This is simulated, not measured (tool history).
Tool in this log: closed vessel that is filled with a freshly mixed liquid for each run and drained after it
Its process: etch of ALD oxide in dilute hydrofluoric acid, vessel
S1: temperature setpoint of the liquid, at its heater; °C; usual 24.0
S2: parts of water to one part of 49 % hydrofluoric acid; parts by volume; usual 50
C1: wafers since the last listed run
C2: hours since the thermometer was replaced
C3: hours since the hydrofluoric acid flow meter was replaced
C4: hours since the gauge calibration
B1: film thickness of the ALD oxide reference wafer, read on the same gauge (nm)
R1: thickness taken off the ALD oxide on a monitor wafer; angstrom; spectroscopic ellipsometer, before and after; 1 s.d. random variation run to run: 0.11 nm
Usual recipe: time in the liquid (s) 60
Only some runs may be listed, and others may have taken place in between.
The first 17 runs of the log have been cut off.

run 18 hour=202.2 | S1=26.5 S2=50 time_in_the_liquid_(s)=45 | C1=1356 C2=88.1 C3=68.3 C4=459.9 | B1=29.98 | R1=148.5
-- hour=213.0 gauge calibrated
run 19 hour=216.0 | S1=24.0 S2=50 time_in_the_liquid_(s)=60 | C1=1239 C2=101.9 C3=82.1 C4=3.0 | B1=30.00 | R1=179.2
run 20 hour=232.3 | S1=21.0 S2=70 time_in_the_liquid_(s)=80 | C1=1464 C2=118.2 C3=98.4 C4=19.3 | B1=30.02 | R1=146.8
run 21 hour=247.0 | S1=24.0 S2=50 time_in_the_liquid_(s)=60 | C1=1320 C2=132.9 C3=113.1 C4=34.0 | B1=30.04 | R1=181.1
run 22 hour=256.5 | S1=24.0 S2=50 time_in_the_liquid_(s)=75 | C1=853 C2=142.4 C3=122.6 C4=43.5 | B1=29.99 | R1=226.3
run 23 hour=273.0 | S1=27.0 S2=50 time_in_the_liquid_(s)=60 | C1=1481 C2=158.9 C3=139.1 C4=60.0 | B1=29.99 | R1=207.3
run 24 hour=285.2 | S1=28.0 S2=40 time_in_the_liquid_(s)=50 | C1=1095 C2=171.1 C3=151.3 C4=72.2 | B1=30.00 | R1=225.1
run 25 hour=300.5 | S1=24.0 S2=60 time_in_the_liquid_(s)=70 | C1=1374 C2=186.4 C3=166.6 C4=87.5 | B1=30.00 | R1=176.6

Run 26 has not been measured yet. What should we expect?
run 26 hour=315.1 | S1=22.0 S2=55 time_in_the_liquid_(s)=50 | C1=1311 C2=201.0 C3=181.2 C4=102.1 | B1=? | R1=?

{"run 26": {"B1": 29.98, "R1": 127.3}}
If the tool had no hidden condition, the same run with the same run-to-run variation would have returned R1 123.3 angstrom.

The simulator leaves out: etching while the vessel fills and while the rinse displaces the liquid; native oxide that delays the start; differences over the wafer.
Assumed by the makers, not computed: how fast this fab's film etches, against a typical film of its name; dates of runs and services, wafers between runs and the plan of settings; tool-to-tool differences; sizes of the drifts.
